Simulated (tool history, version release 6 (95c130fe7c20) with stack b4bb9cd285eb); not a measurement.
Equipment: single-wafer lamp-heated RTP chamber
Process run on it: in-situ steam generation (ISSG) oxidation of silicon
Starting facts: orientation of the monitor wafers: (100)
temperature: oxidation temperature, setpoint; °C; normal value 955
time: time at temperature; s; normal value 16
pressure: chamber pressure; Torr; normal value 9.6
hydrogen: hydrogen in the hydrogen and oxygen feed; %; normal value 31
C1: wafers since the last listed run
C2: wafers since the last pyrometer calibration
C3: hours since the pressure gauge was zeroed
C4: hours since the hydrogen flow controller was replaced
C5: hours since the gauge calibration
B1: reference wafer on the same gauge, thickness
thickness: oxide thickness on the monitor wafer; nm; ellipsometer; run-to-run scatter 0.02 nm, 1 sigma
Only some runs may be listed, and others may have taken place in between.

run 1 hour=0 | temperature=955 time=16 pressure=9 hydrogen=31 | C1=0 C2=135 C3=34.8 C4=2417.3 C5=1348.1 | B1=3.547 | thickness=4.214
run 2 hour=14.2 | temperature=955 time=16 pressure=9 hydrogen=31 | C1=140 C2=275 C3=49 C4=2431.5 C5=1362.3 | B1=3.545 | thickness=4.199
run 3 hour=27.3 | temperature=955 time=16 pressure=9 hydrogen=31 | C1=129 C2=405 C3=62.1 C4=2444.6 C5=1375.4 | B1=3.557 | thickness=4.183
run 4 hour=75.8 | temperature=955 time=16 pressure=9.6 hydrogen=31 | C1=480 C2=886 C3=110.6 C4=2493.1 C5=1423.9 | B1=3.548 | thickness=4.158
run 5 hour=110.4 | temperature=955 time=16 pressure=9.6 hydrogen=31 | C1=342 C2=1229 C3=145.2 C4=2527.7 C5=1458.5 | B1=3.551 | thickness=4.147
-- hour=130.8 hydrogen flow controller replaced
run 6 hour=133.9 | temperature=955 time=16 pressure=9.6 hydrogen=31 | C1=153 C2=1383 C3=168.7 C4=3.1 C5=1482 | B1=3.549 | thickness=4.156
run 7 hour=164.9 | temperature=955 time=16 pressure=9.6 hydrogen=31 | C1=307 C2=1690 C3=199.7 C4=34.1 C5=1513 | B1=3.553 | thickness=4.165
run 8 hour=189.4 | temperature=955 time=10 pressure=10.2 hydrogen=31 | C1=242 C2=1933 C3=224.2 C4=58.6 C5=1537.5 | B1=3.553 | thickness=3.452
-- hour=205.8 gauge calibrated
run 9 hour=221 | temperature=955 time=16 pressure=9.6 hydrogen=31 | C1=313 C2=2246 C3=255.8 C4=90.2 C5=15.2 | B1=3.557 | thickness=4.135
run 10 hour=233.1 | temperature=955 time=16 pressure=9.6 hydrogen=32 | C1=119 C2=2366 C3=267.9 C4=102.3 C5=27.3 | B1=3.555 | thickness=4.186
run 11 hour=264.4 | temperature=955 time=16 pressure=8.9 hydrogen=32 | C1=310 C2=2676 C3=299.2 C4=133.6 C5=58.6 | B1=3.553 | thickness=4.234
run 12 hour=287.2 | temperature=955 time=16 pressure=9.6 hydrogen=31 | C1=225 C2=2902 C3=322 C4=156.4 C5=81.4 | B1=3.553 | thickness=4.112
run 13 hour=306 | temperature=955 time=16 pressure=9.6 hydrogen=31 | C1=186 C2=3088 C3=340.8 C4=175.2 C5=100.2 | B1=3.545 | thickness=4.142
run 14 hour=324.2 | temperature=937 time=16 pressure=9.6 hydrogen=31 | C1=180 C2=3269 C3=359 C4=193.4 C5=118.4 | B1=3.549 | thickness=3.935
run 15 hour=348.1 | temperature=955 time=16 pressure=9.6 hydrogen=27 | C1=236 C2=3506 C3=382.9 C4=217.3 C5=142.3 | B1=3.546 | thickness=3.999
run 16 hour=373.6 | temperature=964 time=11 pressure=9.2 hydrogen=28 | C1=252 C2=3758 C3=408.4 C4=242.8 C5=167.8 | B1=3.55 | thickness=3.642
-- hour=388.3 pyrometer window cleaned and pyrometer calibrated
run 17 hour=402 | temperature=947 time=16 pressure=9.6 hydrogen=32 | C1=202 C2=135 C3=436.8 C4=271.2 C5=196.2 | B1=3.548 | thickness=4.085
run 18 hour=423.8 | temperature=946 time=20 pressure=8.6 hydrogen=25 | C1=216 C2=351 C3=458.6 C4=293 C5=218 | B1=3.548 | thickness=4.239
run 19 hour=447.1 | temperature=955 time=16 pressure=9.6 hydrogen=31 | C1=230 C2=582 C3=481.9 C4=316.3 C5=241.3 | B1=3.546 | thickness=4.128
run 20 hour=465.3 | temperature=968 time=16 pressure=10.2 hydrogen=22 | C1=180 C2=762 C3=500.1 C4=334.5 C5=259.5 | B1=3.55 | thickness=3.903
run 21 hour=482.9 | temperature=961 time=12 pressure=9.6 hydrogen=31 | C1=174 C2=937 C3=517.7 C4=352.1 C5=277.1 | B1=3.547 | thickness=3.79
run 22 hour=495.3 | temperature=974 time=14 pressure=10.2 hydrogen=23 | C1=122 C2=1060 C3=530.1 C4=364.5 C5=289.5 | B1=3.545 | thickness=3.862
run 23 hour=517.7 | temperature=962 time=12 pressure=9.6 hydrogen=31 | C1=222 C2=1282 C3=552.5 C4=386.9 C5=311.9 | B1=3.556 | thickness=3.796
run 24 hour=539.3 | temperature=955 time=16 pressure=10 hydrogen=32 | C1=214 C2=1496 C3=574.1 C4=408.5 C5=333.5 | B1=3.555 | thickness=4.172
run 25 hour=568.1 | temperature=955 time=16 pressure=9.6 hydrogen=31 | C1=285 C2=1781 C3=602.9 C4=437.3 C5=362.3 | B1=3.545 | thickness=4.127
run 26 hour=590.3 | temperature=955 time=16 pressure=9.6 hydrogen=31 | C1=220 C2=2001 C3=625.1 C4=459.5 C5=384.5 | B1=3.554 | thickness=4.143
run 27 hour=624.6 | temperature=946 time=21 pressure=8.4 hydrogen=23 | C1=339 C2=2341 C3=659.4 C4=493.8 C5=418.8 | B1=3.551 | thickness=4.225
run 28 hour=637.5 | temperature=955 time=16 pressure=9.6 hydrogen=31 | C1=127 C2=2469 C3=672.3 C4=506.7 C5=431.7 | B1=3.555 | thickness=4.186
run 29 hour=663.1 | temperature=955 time=16 pressure=9.6 hydrogen=31 | C1=253 C2=2723 C3=697.9 C4=532.3 C5=457.3 | B1=3.552 | thickness=4.123
run 30 hour=687.2 | temperature=970 time=19 pressure=9.6 hydrogen=31 | C1=238 C2=2962 C3=722 C4=556.4 C5=481.4 | B1=3.561 | thickness=4.645
run 31 hour=700.9 | temperature=955 time=22 pressure=8.2 hydrogen=31 | C1=135 C2=3097 C3=735.7 C4=570.1 C5=495.1 | B1=3.561 | thickness=4.795

Alternative continuations, all from the tool just after run 31; predict every row:
run A hour=701.4 | temperature=935 time=16 pressure=9.6 hydrogen=31 | C1=4 C2=3102 C3=736.2 C4=570.6 C5=495.6 | B1=? | thickness=?
run B hour=701.4 | temperature=967 time=11 pressure=9.6 hydrogen=31 | C1=4 C2=3102 C3=736.2 C4=570.6 C5=495.6 | B1=? | thickness=?
run C hour=701.4 | temperature=948 time=19 pressure=8.8 hydrogen=31 | C1=4 C2=3102 C3=736.2 C4=570.6 C5=495.6 | B1=? | thickness=?
run D hour=701.4 | temperature=968 time=22 pressure=9.6 hydrogen=32 | C1=4 C2=3102 C3=736.2 C4=570.6 C5=495.6 | B1=? | thickness=?

run=A B1=3.554 thickness=3.909
run=B B1=3.554 thickness=3.702
run=C B1=3.554 thickness=4.387
run=D B1=3.554 thickness=4.922
Without the tool's hidden state the same runs would have given:
run=A thickness=3.909
run=B thickness=3.702
run=C thickness=4.387
run=D thickness=4.922
